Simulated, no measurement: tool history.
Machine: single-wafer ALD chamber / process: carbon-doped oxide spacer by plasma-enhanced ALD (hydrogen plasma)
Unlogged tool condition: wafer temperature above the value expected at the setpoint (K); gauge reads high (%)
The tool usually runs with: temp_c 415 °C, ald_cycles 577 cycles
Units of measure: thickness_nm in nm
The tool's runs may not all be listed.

run	hour	temp_c	ald_cycles	wafers since the last listed run	hours since the last thermocouple change	hours since the gauge calibration	read-back reference wafer on the same gauge, thickness_nm	thickness_nm
1	0	415	660	0	2360.9	213.9	27.656	31.439
2	31.5	415	660	22	2392.4	245.4	27.65	31.566
3	63.1	415	488	22	2424	277	27.611	23.325
4	86.5	404	577	16	2447.4	300.4	27.61	28.44
5	121.7	404	577	25	2482.6	335.6	27.604	28.522
6	146.6	404	577	17	2507.5	360.5	27.595	28.492
7	159.9	415	577	9	2520.8	373.8	27.588	27.541
8	187	405	651	19	2547.9	400.9	27.577	32.081
9	201.8	415	577	10	2562.7	415.7	27.552	27.502
10	226.6	415	577	17	2587.5	440.5	27.554	27.503
11	254.6	419	501	20	2615.5	468.5	27.539	23.534
12	269.5	423	627	10	2630.4	483.4	27.552	29.198
# hour 285.3: gauge calibrated
13	348.6	415	577	57	2709.5	63.3	27.884	27.821
14	363	415	577	10	2723.9	77.7	27.845	27.749
# hour 394.4: thermocouple changed; heater temperature recalibrated
15	397.9	422	486	19	3.5	112.6	27.776	22.909
16	430.4	403	577	23	36	145.1	27.725	28.869
17	442.8	428	644	8	48.4	157.5	27.704	29.556
18	474.2	430	689	22	79.8	188.9	27.677	31.504
19	492.6	415	462	13	98.2	207.3	27.673	22.199
20	517.8	415	577	18	123.4	232.5	27.653	27.565
21	541.8	415	577	17	147.4	256.5	27.633	27.552

What if the next run were any one of these 3? Each begins from the tool's condition after run 21:
A	543.1	411	577	0	148.7	257.8	?	?
B	543.1	406	497	0	148.7	257.8	?	?
C	543.1	400	649	0	148.7	257.8	?	?

run	read-back reference wafer on the same gauge, thickness_nm	thickness_nm
A	27.628	27.927
B	27.628	24.44
C	27.628	32.471
The same runs, with their run-to-run variation unchanged, on a tool lacking any hidden condition would have given:
run	thickness_nm
A	28.41
B	24.863
C	33.033

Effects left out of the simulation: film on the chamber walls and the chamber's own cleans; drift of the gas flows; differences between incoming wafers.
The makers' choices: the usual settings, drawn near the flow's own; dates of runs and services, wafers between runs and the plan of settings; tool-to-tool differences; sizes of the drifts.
